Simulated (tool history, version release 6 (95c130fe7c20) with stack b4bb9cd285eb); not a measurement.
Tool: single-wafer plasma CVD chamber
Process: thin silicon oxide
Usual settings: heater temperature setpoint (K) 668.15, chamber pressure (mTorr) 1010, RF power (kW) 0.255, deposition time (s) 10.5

run,hour,heater temperature setpoint (K),chamber pressure (mTorr),RF power (kW),deposition time (s),wafers since the last listed run,hours since the last thermocouple change,hours since the last RF generator calibration,hours since the last manometer calibration,hours since the showerhead was replaced,hours since the gauge calibration,"read-back reference wafer on the same gauge, thickness_nm",mean film thickness on the monitor wafer (angstrom)
1,0,661.15,1010,0.255,9.4,0,146,578.8,811.3,6061.5,822.5,21.208,180.38
2,96.6,668.15,1010,0.255,10.5,4475,242.6,675.4,907.9,6158.1,919.1,21.209,199.05
3,144.3,668.15,1010,0.255,10.5,2210,290.3,723.1,955.6,6205.8,966.8,21.183,200.15
4,235.8,668.15,1010,0.255,10.5,4239,381.8,814.6,1047.1,6297.3,1058.3,21.183,199.69
5,294.5,668.15,1010,0.255,10.5,2719,440.5,873.3,1105.8,6356,1117,21.203,199.71
6,343.7,668.15,1010,0.255,10.5,2279,489.7,922.5,1155,6405.2,1166.2,21.192,200.78
7,429.4,668.15,960,0.255,10.5,3970,575.4,1008.2,1240.7,6490.9,1251.9,21.187,190.04
# hour 467.9: capacitance manometer re-zeroed and calibrated
8,471.6,668.15,960,0.255,10.5,1584,617.6,1050.4,3.7,6533.1,1294.1,21.214,195.85
9,523.2,676.15,1010,0.255,10.5,2390,669.2,1102,55.3,6584.7,1345.7,21.181,203.77
10,566,676.15,1010,0.255,10.5,1982,712,1144.8,98.1,6627.5,1388.5,21.229,202.3
11,610.7,676.15,1010,0.255,10.5,2071,756.7,1189.5,142.8,6672.2,1433.2,21.208,201.75
# hour 649.1: showerhead replaced
12,675.9,668.15,1010,0.215,11.2,2650,821.9,1254.7,208,26.8,1498.4,21.185,186.03
# hour 711.5: thermocouple changed; heater temperature recalibrated
13,777.3,668.15,1010,0.255,10.5,4327,65.8,1356.1,309.4,128.2,1599.8,21.177,203.42
14,842.7,668.15,1010,0.255,11.3,3030,131.2,1421.5,374.8,193.6,1665.2,21.192,217.52
15,925.5,663.15,1010,0.285,8.9,3836,214,1504.3,457.6,276.4,1748,21.216,186.07
# hour 958.3: RF generator calibrated
16,979.8,668.15,1010,0.305,10.5,2145,268.3,21.5,511.9,330.7,1802.3,21.217,225.93
# hour 1003.8: gauge calibrated
17,1036.9,654.15,910,0.235,8.5,2645,325.4,78.6,569,387.8,33.1,21.208,138.27
18,1079.8,668.15,1010,0.255,10.5,1987,368.3,121.5,611.9,430.7,76,21.171,201.11
19,1116.1,668.15,910,0.255,12.3,1681,404.6,157.8,648.2,467,112.3,21.196,211.1
20,1222.2,668.15,1010,0.205,10.5,4915,510.7,263.9,754.3,573.1,218.4,21.198,164.47
21,1304.2,668.15,1010,0.255,10.5,3799,592.7,345.9,836.3,655.1,300.4,21.164,199.98
22,1369.3,680.15,1260,0.23,11.6,3016,657.8,411,901.4,720.2,365.5,21.194,237.77
23,1433.3,668.15,1010,0.255,10.5,2965,721.8,475,965.4,784.2,429.5,21.205,200.56
24,1546.4,680.15,1010,0.23,10.5,5240,834.9,588.1,1078.5,897.3,542.6,21.201,182.44
25,1650.1,655.15,1010,0.295,10.5,4804,938.6,691.8,1182.2,1001,646.3,21.191,221.54
# hour 1667.6: thermocouple changed; heater temperature recalibrated
26,1698,682.15,900,0.21,12.2,1848,30.4,739.7,1230.1,1048.9,694.2,21.209,171.3
27,1770.6,658.15,1010,0.295,10.5,3363,103,812.3,1302.7,1121.5,766.8,21.21,221.72
28,1821.6,668.15,1010,0.255,10.5,2362,154,863.3,1353.7,1172.5,817.8,21.218,200.85

Forecast run 29:
29,1897.6,659.15,1150,0.21,10.5,3521,230,939.3,1429.7,1248.5,893.8,?,?

Run 29 gave read-back reference wafer on the same gauge, thickness_nm 21.212, mean film thickness on the monitor wafer (angstrom) 187.48.
Without the tool's hidden state the same run would have given mean film thickness on the monitor wafer (angstrom) 192.7.
